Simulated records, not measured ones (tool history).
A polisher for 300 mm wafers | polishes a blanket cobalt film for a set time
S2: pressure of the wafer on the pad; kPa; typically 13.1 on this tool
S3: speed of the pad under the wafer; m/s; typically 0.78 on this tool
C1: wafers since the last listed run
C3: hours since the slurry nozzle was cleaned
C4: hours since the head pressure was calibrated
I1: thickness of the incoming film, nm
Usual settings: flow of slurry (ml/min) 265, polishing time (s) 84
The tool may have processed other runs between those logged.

{"run": 1, "day": 0.0, "flow of slurry (ml/min)": 265, "S2": 13.1, "S3": 0.78, "polishing time (s)": 84, "C1": 0, "wafers polished on this pad": 462, "C3": 398.3, "C4": 607.4, "I1": 858.4, "film removed (angstrom)": 2756}
{"run": 2, "day": 0.304, "flow of slurry (ml/min)": 265, "S2": 13.1, "S3": 0.78, "polishing time (s)": 84, "C1": 78, "wafers polished on this pad": 541, "C3": 405.6, "C4": 614.7, "I1": 869.6, "film removed (angstrom)": 2703}
{"run": 3, "day": 0.629, "flow of slurry (ml/min)": 265, "S2": 13.1, "S3": 0.78, "polishing time (s)": 84, "C1": 84, "wafers polished on this pad": 626, "C3": 413.4, "C4": 622.5, "I1": 865.2, "film removed (angstrom)": 2679}
{"day": 1.288, "done": "worn pad replaced by a new one"}
{"run": 4, "day": 2.612, "flow of slurry (ml/min)": 265, "S2": 13.1, "S3": 0.78, "polishing time (s)": 84, "C1": 471, "wafers polished on this pad": 344, "C3": 461, "C4": 670.1, "I1": 870.6, "film removed (angstrom)": 2744}
{"run": 5, "day": 3.129, "flow of slurry (ml/min)": 265, "S2": 13.1, "S3": 0.78, "polishing time (s)": 84, "C1": 134, "wafers polished on this pad": 478, "C3": 473.4, "C4": 682.5, "I1": 868.1, "film removed (angstrom)": 2673}
{"run": 6, "day": 3.725, "flow of slurry (ml/min)": 265, "S2": 14.5, "S3": 0.78, "polishing time (s)": 107, "C1": 154, "wafers polished on this pad": 633, "C3": 487.7, "C4": 696.8, "I1": 866.7, "film removed (angstrom)": 3744}
{"day": 4.467, "done": "worn pad replaced by a new one"}
{"run": 7, "day": 4.488, "flow of slurry (ml/min)": 265, "S2": 14.5, "S3": 0.78, "polishing time (s)": 107, "C1": 154, "wafers polished on this pad": 5, "C3": 506, "C4": 715.1, "I1": 868.2, "film removed (angstrom)": 4139}
{"day": 4.812, "done": "head pressure recalibrated"}
{"run": 8, "day": 5.021, "flow of slurry (ml/min)": 265, "S2": 16.5, "S3": 0.78, "polishing time (s)": 84, "C1": 116, "wafers polished on this pad": 122, "C3": 518.8, "C4": 5, "I1": 884.2, "film removed (angstrom)": 3428}
{"run": 9, "day": 5.288, "flow of slurry (ml/min)": 265, "S2": 16.5, "S3": 0.78, "polishing time (s)": 84, "C1": 69, "wafers polished on this pad": 191, "C3": 525.2, "C4": 11.4, "I1": 869.3, "film removed (angstrom)": 3476}
{"run": 10, "day": 5.833, "flow of slurry (ml/min)": 265, "S2": 13.1, "S3": 0.78, "polishing time (s)": 84, "C1": 141, "wafers polished on this pad": 333, "C3": 538.3, "C4": 24.5, "I1": 870.6, "film removed (angstrom)": 2648}
{"run": 11, "day": 6.4, "flow of slurry (ml/min)": 265, "S2": 13.1, "S3": 0.78, "polishing time (s)": 84, "C1": 147, "wafers polished on this pad": 480, "C3": 551.9, "C4": 38.1, "I1": 865.7, "film removed (angstrom)": 2610}
{"run": 12, "day": 6.988, "flow of slurry (ml/min)": 265, "S2": 13.1, "S3": 0.78, "polishing time (s)": 84, "C1": 152, "wafers polished on this pad": 632, "C3": 566, "C4": 52.2, "I1": 870.2, "film removed (angstrom)": 2627}
{"day": 7.571, "done": "worn pad replaced by a new one"}
{"run": 13, "day": 8.625, "flow of slurry (ml/min)": 265, "S2": 11, "S3": 0.62, "polishing time (s)": 109, "C1": 381, "wafers polished on this pad": 273, "C3": 605.3, "C4": 91.5, "I1": 871, "film removed (angstrom)": 2455}
{"run": 14, "day": 9.204, "flow of slurry (ml/min)": 265, "S2": 13.1, "S3": 0.78, "polishing time (s)": 84, "C1": 150, "wafers polished on this pad": 424, "C3": 619.2, "C4": 105.4, "I1": 868, "film removed (angstrom)": 2649}
{"run": 15, "day": 9.492, "flow of slurry (ml/min)": 265, "S2": 13.1, "S3": 0.78, "polishing time (s)": 84, "C1": 74, "wafers polished on this pad": 498, "C3": 626.1, "C4": 112.3, "I1": 853, "film removed (angstrom)": 2662}
{"day": 9.583, "done": "slurry nozzle cleaned"}
{"run": 16, "day": 10.012, "flow of slurry (ml/min)": 265, "S2": 13.1, "S3": 0.98, "polishing time (s)": 84, "C1": 124, "wafers polished on this pad": 623, "C3": 10.3, "C4": 124.8, "I1": 857.3, "film removed (angstrom)": 3249}
{"run": 17, "day": 10.592, "flow of slurry (ml/min)": 265, "S2": 13.1, "S3": 0.78, "polishing time (s)": 84, "C1": 150, "wafers polished on this pad": 773, "C3": 24.2, "C4": 138.7, "I1": 868.3, "film removed (angstrom)": 2591}
{"day": 10.817, "done": "worn pad replaced by a new one"}
{"run": 18, "day": 10.854, "flow of slurry (ml/min)": 210, "S2": 13.1, "S3": 0.52, "polishing time (s)": 94, "C1": 24, "wafers polished on this pad": 9, "C3": 30.5, "C4": 145, "I1": 859.1, "film removed (angstrom)": 2290}
{"run": 19, "day": 11.592, "flow of slurry (ml/min)": 290, "S2": 13.1, "S3": 0.68, "polishing time (s)": 84, "C1": 191, "wafers polished on this pad": 201, "C3": 48.2, "C4": 162.7, "I1": 867, "film removed (angstrom)": 2490}
{"run": 20, "day": 12.208, "flow of slurry (ml/min)": 265, "S2": 13.1, "S3": 1.02, "polishing time (s)": 71, "C1": 160, "wafers polished on this pad": 361, "C3": 63, "C4": 177.5, "I1": 879.6, "film removed (angstrom)": 2931}
{"run": 21, "day": 12.925, "flow of slurry (ml/min)": 190, "S2": 15.2, "S3": 0.94, "polishing time (s)": 107, "C1": 186, "wafers polished on this pad": 547, "C3": 80.2, "C4": 194.7, "I1": 863.7, "film removed (angstrom)": 4636}
{"run": 22, "day": 13.462, "flow of slurry (ml/min)": 185, "S2": 13.1, "S3": 0.78, "polishing time (s)": 84, "C1": 139, "wafers polished on this pad": 686, "C3": 93.1, "C4": 207.6, "I1": 886, "film removed (angstrom)": 2558}
{"run": 23, "day": 13.779, "flow of slurry (ml/min)": 320, "S2": 13.1, "S3": 0.78, "polishing time (s)": 103, "C1": 82, "wafers polished on this pad": 769, "C3": 100.7, "C4": 215.2, "I1": 863.2, "film removed (angstrom)": 3277}
{"run": 24, "day": 14.146, "flow of slurry (ml/min)": 265, "S2": 15.9, "S3": 0.58, "polishing time (s)": 84, "C1": 95, "wafers polished on this pad": 864, "C3": 109.5, "C4": 224, "I1": 880, "film removed (angstrom)": 2478}

Predict each of these 4 candidate next runs independently; none follows another, all start after run 24:
{"run": "A", "day": 14.167, "flow of slurry (ml/min)": 265, "S2": 13.1, "S3": 0.78, "polishing time (s)": 107, "C1": 5, "wafers polished on this pad": 869, "C3": 110, "C4": 224.5, "I1": 856.5, "film removed (angstrom)": "?"}
{"run": "B", "day": 14.167, "flow of slurry (ml/min)": 265, "S2": 15.2, "S3": 0.78, "polishing time (s)": 101, "C1": 5, "wafers polished on this pad": 869, "C3": 110, "C4": 224.5, "I1": 856.5, "film removed (angstrom)": "?"}
{"run": "C", "day": 14.167, "flow of slurry (ml/min)": 265, "S2": 14.5, "S3": 0.54, "polishing time (s)": 65, "C1": 5, "wafers polished on this pad": 869, "C3": 110, "C4": 224.5, "I1": 856.5, "film removed (angstrom)": "?"}
{"run": "D", "day": 14.167, "flow of slurry (ml/min)": 265, "S2": 16.5, "S3": 1.06, "polishing time (s)": 64, "C1": 5, "wafers polished on this pad": 869, "C3": 110, "C4": 224.5, "I1": 856.5, "film removed (angstrom)": "?"}

run=A film_removed_(angstrom)=3363
run=B film_removed_(angstrom)=3676
run=C film_removed_(angstrom)=1621
run=D film_removed_(angstrom)=3377
The same runs, with their run-to-run variation unchanged, on a tool lacking any hidden condition would have given:
run=A film_removed_(angstrom)=3746
run=B film_removed_(angstrom)=4095
run=C film_removed_(angstrom)=1806
run=D film_removed_(angstrom)=3762
